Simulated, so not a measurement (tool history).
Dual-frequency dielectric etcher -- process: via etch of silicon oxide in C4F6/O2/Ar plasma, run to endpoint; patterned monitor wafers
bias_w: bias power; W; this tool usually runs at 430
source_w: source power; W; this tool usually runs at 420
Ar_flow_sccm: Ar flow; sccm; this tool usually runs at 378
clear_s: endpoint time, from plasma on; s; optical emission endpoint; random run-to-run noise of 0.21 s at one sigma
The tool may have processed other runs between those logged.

run	day	bias_w	source_w	Ar_flow_sccm	wafers since the last listed run	hours since the last wet clean	hours since the last bias power generator calibration	hours since the last source power generator calibration	hours since the last Ar flow controller change	hours since the last upper electrode change	incoming incoming film thickness, nm	clear_s
1	0	430	420	378	0	162.8	2960.4	4942.9	2584.7	3303.8	96.5	23.7
2	2.742	430	420	378	1088	228.6	3026.2	5008.7	2650.5	3369.6	96.3	24
3	3.829	430	420	378	431	254.7	3052.3	5034.8	2676.6	3395.7	95.1	23.8
4	5.988	430	420	347	856	306.5	3104.1	5086.6	2728.4	3447.5	96.2	23.8
5	8.904	430	420	347	1157	376.5	3174.1	5156.6	2798.4	3517.5	95.8	23.5
# day 11.367: source power generator calibrated
# day 12.5: wet clean of the chamber
6	12.521	430	420	347	972	0.5	3260.9	27.7	2885.2	3604.3	96.2	23
7	13.692	430	420	324	464	28.6	3289	55.8	2913.3	3632.4	97.1	22.7
# day 15.342: bias power generator calibrated
8	22.292	430	470	378	3347	235	166.8	262.2	3119.7	3838.8	97.2	22.6
# day 23.854: upper electrode replaced
9	24.925	430	470	378	648	298.2	230	325.4	3182.9	25.7	96.4	22.8
10	26.912	430	470	378	788	345.9	277.7	373.1	3230.6	73.4	97.4	23.1
11	27.996	531	470	353	430	371.9	303.7	399.1	3256.6	99.4	96.1	20.6
# day 31.292: wet clean of the chamber
# day 31.383: Ar flow controller replaced
12	31.404	430	420	462	919	2.7	385.5	480.9	0.5	181.2	95.2	23.7
13	31.642	475	460	378	94	8.4	391.2	486.6	6.2	186.9	97.1	21.6
14	33.408	430	450	378	701	50.8	433.6	529	48.6	229.3	96.7	22.8
15	34.488	517	420	378	428	76.7	459.5	554.9	74.5	255.2	95.1	21.6
16	35.862	430	420	378	545	109.7	492.5	587.9	107.5	288.2	97	23.6
17	37.367	430	420	285	597	145.8	528.6	624	143.6	324.3	97.1	22.9
18	39.658	473	350	342	909	200.8	583.6	679	198.6	379.3	95	24.3
19	42.338	430	420	378	1063	265.1	647.9	743.3	262.9	443.6	96.1	23.5
20	44.75	430	420	378	957	323	705.8	801.2	320.8	501.5	95.8	24
21	47.517	382	370	416	1098	389.4	772.2	867.6	387.2	567.9	96.3	27.6
# day 48.888: wet clean of the chamber
22	49.883	536	420	318	542	23.9	829	924.4	444	624.7	96.7	21
23	52.779	378	390	378	1149	93.4	898.5	993.9	513.5	694.2	97.2	26.2
24	53.946	348	490	378	463	121.4	926.5	1021.9	541.5	722.2	95.7	24.4
25	56.683	514	420	327	1086	187.1	992.2	1087.6	607.2	787.9	95.4	21.7
26	58.258	430	420	463	625	224.9	1030	1125.4	645	825.7	96.9	25.3
27	60.25	348	420	309	790	272.7	1077.8	1173.2	692.8	873.5	96.2	25.7
28	61.638	430	420	378	550	306	1111.1	1206.5	726.1	906.8	96.4	24.8

Run-by-run hidden state of the tool:
bias power that arrives over what is set, %: 0 on each run
source power that arrives over what is set, %: 0 on each run
Ar flow that arrives over what is set, %: 0 on each run
H1: etch rate over this chamber's usual, %
run	H1
1	-1.41
2	-2.23
3	-2.55
4	-3.2
5	-4.06
6	0.106
7	-0.242
8	-2.8
9	-3.59
10	-4.18
11	-4.5
12	-0.441
13	-0.512
14	-1.04
15	-1.36
16	-1.77
17	-2.22
18	-2.9
19	-3.7
20	-4.42
21	-5.24
22	-1.32
23	-2.18
24	-2.53
25	-3.35
26	-3.81
27	-4.41
28	-4.82

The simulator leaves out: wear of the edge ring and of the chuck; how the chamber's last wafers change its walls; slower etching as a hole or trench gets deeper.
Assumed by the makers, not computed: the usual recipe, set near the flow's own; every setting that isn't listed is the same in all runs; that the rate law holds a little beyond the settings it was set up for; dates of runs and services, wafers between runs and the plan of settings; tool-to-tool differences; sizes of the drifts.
